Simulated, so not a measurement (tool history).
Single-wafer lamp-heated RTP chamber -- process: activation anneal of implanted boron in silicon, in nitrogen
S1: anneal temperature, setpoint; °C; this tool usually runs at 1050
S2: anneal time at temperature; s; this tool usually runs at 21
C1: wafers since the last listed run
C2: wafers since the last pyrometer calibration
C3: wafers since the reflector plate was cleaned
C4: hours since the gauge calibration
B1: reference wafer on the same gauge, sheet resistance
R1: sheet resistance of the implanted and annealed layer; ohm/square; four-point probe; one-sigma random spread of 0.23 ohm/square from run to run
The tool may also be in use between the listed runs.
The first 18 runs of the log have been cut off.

Run 19, hour 303.0: usual settings but S2 24 s; C1 227; C2 1530; C3 5970; C4 111.9; B1 100.50. Result: R1 95.20 ohm/square.
Run 20, hour 313.9: usual settings but S1 1025 °C, S2 16 s; C1 154; C2 1684; C3 6124; C4 122.8; B1 100.49. Result: R1 113.73 ohm/square.
Run 21, hour 326.9: usual settings but S1 1026 °C, S2 28 s; C1 183; C2 1868; C3 6308; C4 135.8; B1 100.47. Result: R1 105.99 ohm/square.
Run 22, hour 341.6: usual settings but S1 1033 °C, S2 10 s; C1 207; C2 2076; C3 6516; C4 150.5; B1 100.53. Result: R1 114.43 ohm/square.
At hour 353.5: reflector plate cleaned.
Run 23, hour 358.2: usual settings; C1 121; C2 2198; C3 65; C4 167.1; B1 100.46. Result: R1 96.11 ohm/square.
Run 24, hour 374.5: usual settings but S1 1068 °C, S2 31 s; C1 230; C2 2428; C3 296; C4 183.4; B1 100.51. Result: R1 84.61 ohm/square.
Run 25, hour 390.2: usual settings; C1 221; C2 2650; C3 518; C4 199.1; B1 100.50. Result: R1 96.15 ohm/square.
Run 26, hour 405.9: usual settings but S1 1064 °C, S2 12 s; C1 221; C2 2872; C3 740; C4 214.8; B1 100.55. Result: R1 97.06 ohm/square.
Run 27, hour 414.4: usual settings but S1 1028 °C, S2 9 s; C1 120; C2 2992; C3 860; C4 223.3; B1 100.54. Result: R1 117.20 ohm/square.
Run 28, hour 420.9: usual settings but S2 30 s; C1 91; C2 3084; C3 952; C4 229.8; B1 100.50. Result: R1 91.46 ohm/square.
Run 29, hour 429.0: usual settings but S1 1034 °C, S2 14 s; C1 114; C2 3199; C3 1066; C4 237.9; B1 100.54. Result: R1 109.55 ohm/square.
Run 30, hour 465.2: usual settings but S1 1029 °C, S2 26 s; C1 511; C2 3710; C3 1578; C4 274.1; B1 100.49. Result: R1 104.09 ohm/square.
Run 31, hour 481.0: usual settings; C1 223; C2 3934; C3 1802; C4 289.9; B1 100.51. Result: R1 95.60 ohm/square.
Run 32, hour 491.9: usual settings but S2 18 s; C1 154; C2 4088; C3 1956; C4 300.8; B1 100.50. Result: R1 98.23 ohm/square.
Run 33, hour 500.7: usual settings but S1 1027 °C, S2 12 s; C1 124; C2 4212; C3 2080; C4 309.6; B1 100.43. Result: R1 114.15 ohm/square.
Run 34, hour 515.5: usual settings but S1 1067 °C, S2 30 s; C1 209; C2 4422; C3 2289; C4 324.4; B1 100.50. Result: R1 85.50 ohm/square.
Run 35, hour 526.1: usual settings but S1 1037 °C, S2 32 s; C1 149; C2 4571; C3 2439; C4 335.0; B1 100.55. Result: R1 96.07 ohm/square.
Run 36, hour 543.7: usual settings but S1 1061 °C, S2 18 s; C1 248; C2 4820; C3 2688; C4 352.6; B1 100.55. Result: R1 92.86 ohm/square.
Run 37, hour 553.1: usual settings; C1 132; C2 4953; C3 2821; C4 362.0; B1 100.50. Result: R1 95.15 ohm/square.
Run 38, hour 580.6: usual settings; C1 388; C2 5342; C3 3210; C4 389.5; B1 100.52. Result: R1 95.60 ohm/square.

What if the next run were any one of these 3? Each begins from the tool's condition after run 38:
Run A, hour 581.0: usual settings but S2 14 s; C1 5; C2 5348; C3 3215; C4 389.9; B1 ?. Result: R1 ?.
Run B, hour 581.0: usual settings but S2 33 s; C1 5; C2 5348; C3 3215; C4 389.9; B1 ?. Result: R1 ?.
Run C, hour 581.0: usual settings but S1 1062 °C, S2 34 s; C1 5; C2 5348; C3 3215; C4 389.9; B1 ?. Result: R1 ?.

run      B1      R1
  A  100.58  100.65
  B  100.58   89.44
  C  100.58   84.99
Take away the tool's hidden state, keep each run's random variation, and the runs would have read:
run      R1
  A  103.12
  B   91.62
  C   86.57
